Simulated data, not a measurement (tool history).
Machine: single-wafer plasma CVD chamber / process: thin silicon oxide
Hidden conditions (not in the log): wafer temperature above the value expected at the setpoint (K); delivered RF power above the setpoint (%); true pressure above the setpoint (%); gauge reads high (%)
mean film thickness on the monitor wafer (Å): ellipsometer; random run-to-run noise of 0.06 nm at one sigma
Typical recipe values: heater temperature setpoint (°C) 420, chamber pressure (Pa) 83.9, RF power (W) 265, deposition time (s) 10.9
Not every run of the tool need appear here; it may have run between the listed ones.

run,hour,heater temperature setpoint (°C),chamber pressure (Pa),RF power (W),deposition time (s),wafers since the last listed run,hours since the last thermocouple change,hours since the last RF generator calibration,hours since the last manometer calibration,hours since the showerhead was replaced,hours since the gauge calibration,"read-back reference wafer on the same gauge, thickness_nm",mean film thickness on the monitor wafer (Å)
1,0,420,83.9,265,12.2,0,1604,1405.7,2161.1,3239.8,191.5,13.031,157.68
2,17.7,420,83.9,265,10.9,739,1621.7,1423.4,2178.8,3257.5,209.2,12.999,141.89
3,30.1,420,83.9,265,10.9,518,1634.1,1435.8,2191.2,3269.9,221.6,12.993,142.75
4,42,420,83.9,265,10.9,497,1646,1447.7,2203.1,3281.8,233.5,13.011,140.98
5,50.8,420,83.9,265,10.9,367,1654.8,1456.5,2211.9,3290.6,242.3,13.006,140.57
6,67.3,420,83.9,265,12,689,1671.3,1473,2228.4,3307.1,258.8,12.999,155.12
7,73.4,420,83.9,265,12,254,1677.4,1479.1,2234.5,3313.2,264.9,13.015,155.51
8,87.7,420,83.9,265,9.6,597,1691.7,1493.4,2248.8,3327.5,279.2,12.983,124.35
9,97.3,420,83.9,265,9.6,401,1701.3,1503,2258.4,3337.1,288.8,13.01,124.93
10,110.6,412,83.9,265,10.4,555,1714.6,1516.3,2271.7,3350.4,302.1,13.004,135.87
11,121.4,420,89.7,265,9.2,451,1725.4,1527.1,2282.5,3361.2,312.9,13.011,127.84
# hour 133.7: thermocouple changed; heater temperature recalibrated
12,134.2,420,89.7,265,9.2,200,0.5,1539.9,2295.3,3374,325.7,12.983,128.45
# hour 145.6: RF generator calibrated
13,146.1,420,83.9,245,10.9,163,12.4,0.5,2307.2,3385.9,337.6,13.005,138.34
14,160.6,420,83.9,245,10.9,606,26.9,15,2321.7,3400.4,352.1,13.022,138.08
15,171.8,414,71.5,315,12.1,468,38.1,26.2,2332.9,3411.6,363.3,13.012,142.89
16,188.6,420,83.9,265,10.9,702,54.9,43,2349.7,3428.4,380.1,12.99,141.91
17,199.7,420,83.9,265,9.9,463,66,54.1,2360.8,3439.5,391.2,12.972,128.13
# hour 200.3: gauge calibrated
18,213.1,427,83.9,310,10.9,560,79.4,67.5,2374.2,3452.9,12.8,12.986,149.16
19,220.4,429,77.6,265,12.7,305,86.7,74.8,2381.5,3460.2,20.1,12.985,152.52
20,235.5,411,72.4,265,10.9,631,101.8,89.9,2396.6,3475.3,35.2,13.002,123.77
21,246.7,420,83.9,265,10.9,468,113,101.1,2407.8,3486.5,46.4,12.999,141.87
# hour 266: capacitance manometer re-zeroed and calibrated
22,266.5,414,83.9,300,11.5,493,132.8,120.9,0.5,3506.3,66.2,12.987,156.03
# hour 288.8: showerhead replaced
23,301,427,83.9,245,11.6,1107,167.3,155.4,35,12.2,100.7,13.015,145.28
24,317.9,431,101.9,235,11.9,706,184.2,172.3,51.9,29.1,117.6,13.003,178.05
25,332.3,420,68.5,295,10.9,601,198.6,186.7,66.3,43.5,132,12.992,120.08
26,349,420,77.9,220,10.9,698,215.3,203.4,83,60.2,148.7,13.024,122.35
27,361.5,414,71.5,315,12.1,522,227.8,215.9,95.5,72.7,161.2,13.002,143.45
28,370.7,420,95.7,225,10.9,384,237,225.1,104.7,81.9,170.4,13.006,152.24
29,383.9,420,83.9,265,10.9,551,250.2,238.3,117.9,95.1,183.6,13,141.8

Entry by entry between the runs, the difference in hidden state between the last listed run before and the first listed run after:
Logged between run 11 and run 12: thermocouple changed; heater temperature recalibrated (hour 133.7)
  both runs share identical hidden conditions
Logged between run 12 and run 13: RF generator calibrated (hour 145.6)
  both runs share identical hidden conditions
Logged between run 17 and run 18: gauge calibrated (hour 200.3)
  both runs share identical hidden conditions
Logged between run 21 and run 22: capacitance manometer re-zeroed and calibrated (hour 266)
  both runs share identical hidden conditions
Logged between run 22 and run 23: showerhead replaced (hour 288.8)
  both runs share identical hidden conditions
